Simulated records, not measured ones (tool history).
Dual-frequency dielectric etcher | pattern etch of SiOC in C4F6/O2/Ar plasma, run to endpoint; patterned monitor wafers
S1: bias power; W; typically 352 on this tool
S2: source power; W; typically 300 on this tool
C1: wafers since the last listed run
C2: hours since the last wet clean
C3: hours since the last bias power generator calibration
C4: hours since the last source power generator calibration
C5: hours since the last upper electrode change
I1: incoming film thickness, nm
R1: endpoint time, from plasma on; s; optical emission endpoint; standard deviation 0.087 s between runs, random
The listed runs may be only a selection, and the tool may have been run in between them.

| run | hour | S1 | S2 | C1 | C2 | C3 | C4 | C5 | I1 | R1 |
|---|---|---|---|---|---|---|---|---|---|---|
| 1 | 0.0 | 352 | 300 | 0 | 409.4 | 3217.4 | 1840.9 | 4370.7 | 49.75 | 21.0 |
| 2 | 7.3 | 352 | 300 | 124 | 416.7 | 3224.7 | 1848.2 | 4378.0 | 49.16 | 20.8 |
| 3 | 15.6 | 370 | 300 | 142 | 425.0 | 3233.0 | 1856.5 | 4386.3 | 49.87 | 20.7 |
| 4 | 33.3 | 352 | 340 | 302 | 442.7 | 3250.7 | 1874.2 | 4404.0 | 49.32 | 19.9 |
| 5 | 43.8 | 403 | 240 | 179 | 453.2 | 3261.2 | 1884.7 | 4414.5 | 49.16 | 21.0 |
| 6 | 61.6 | 403 | 240 | 304 | 471.0 | 3279.0 | 1902.5 | 4432.3 | 49.74 | 21.2 |
| 7 | 67.7 | 352 | 300 | 104 | 477.1 | 3285.1 | 1908.6 | 4438.4 | 49.72 | 20.8 |
| 8 | 74.7 | 352 | 300 | 119 | 484.1 | 3292.1 | 1915.6 | 4445.4 | 49.28 | 20.5 |
| 9 | 82.5 | 352 | 300 | 133 | 491.9 | 3299.9 | 1923.4 | 4453.2 | 48.83 | 20.4 |
| 10 | 96.8 | 352 | 300 | 244 | 506.2 | 3314.2 | 1937.7 | 4467.5 | 49.73 | 20.8 |
|  | 131.7 | source power generator calibrated |
|  | 134.0 | upper electrode replaced |
|  | 135.8 | bias power generator calibrated |
| 11 | 136.3 | 281 | 300 | 536 | 545.7 | 0.5 | 4.6 | 2.3 | 49.23 | 22.0 |
| 12 | 136.6 | 352 | 300 | 5 | 546.0 | 0.8 | 4.9 | 2.6 | 49.21 | 20.5 |
| 13 | 139.6 | 290 | 370 | 51 | 549.0 | 3.8 | 7.9 | 5.6 | 49.31 | 20.4 |
|  | 165.4 | wet clean of the chamber |
| 14 | 165.9 | 319 | 360 | 39 | 0.5 | 30.1 | 34.2 | 31.9 | 49.23 | 20.9 |
| 15 | 166.2 | 424 | 340 | 5 | 0.8 | 30.4 | 34.5 | 32.2 | 49.99 | 19.7 |
| 16 | 173.2 | 352 | 300 | 119 | 7.8 | 37.4 | 41.5 | 39.2 | 49.81 | 21.7 |
| 17 | 188.2 | 352 | 300 | 256 | 22.8 | 52.4 | 56.5 | 54.2 | 49.24 | 21.4 |
| 18 | 197.2 | 294 | 370 | 154 | 31.8 | 61.4 | 65.5 | 63.2 | 49.88 | 21.6 |
| 19 | 207.6 | 375 | 270 | 178 | 42.2 | 71.8 | 75.9 | 73.6 | 49.51 | 21.7 |
| 20 | 215.0 | 409 | 240 | 126 | 49.6 | 79.2 | 83.3 | 81.0 | 49.61 | 21.8 |
| 21 | 222.4 | 308 | 230 | 126 | 57.0 | 86.6 | 90.7 | 88.4 | 49.37 | 24.0 |

What if the next run were any one of these 5? Each begins from the tool's condition after run 21:
| A | 222.8 | 326 | 300 | 6 | 57.4 | 87.0 | 91.1 | 88.8 | 49.82 | ? |
| B | 222.8 | 272 | 280 | 6 | 57.4 | 87.0 | 91.1 | 88.8 | 49.82 | ? |
| C | 222.8 | 352 | 360 | 6 | 57.4 | 87.0 | 91.1 | 88.8 | 49.82 | ? |
| D | 222.8 | 431 | 240 | 6 | 57.4 | 87.0 | 91.1 | 88.8 | 49.82 | ? |
| E | 222.8 | 352 | 260 | 6 | 57.4 | 87.0 | 91.1 | 88.8 | 49.82 | ? |

| run | R1 |
|---|---|
| A | 22.2 |
| B | 24.0 |
| C | 20.6 |
| D | 21.5 |
| E | 22.6 |
Without the tool's unlogged condition, the same runs would have read:
| run | R1 |
|---|---|
| A | 22.4 |
| B | 24.1 |
| C | 20.7 |
| D | 21.7 |
| E | 22.7 |

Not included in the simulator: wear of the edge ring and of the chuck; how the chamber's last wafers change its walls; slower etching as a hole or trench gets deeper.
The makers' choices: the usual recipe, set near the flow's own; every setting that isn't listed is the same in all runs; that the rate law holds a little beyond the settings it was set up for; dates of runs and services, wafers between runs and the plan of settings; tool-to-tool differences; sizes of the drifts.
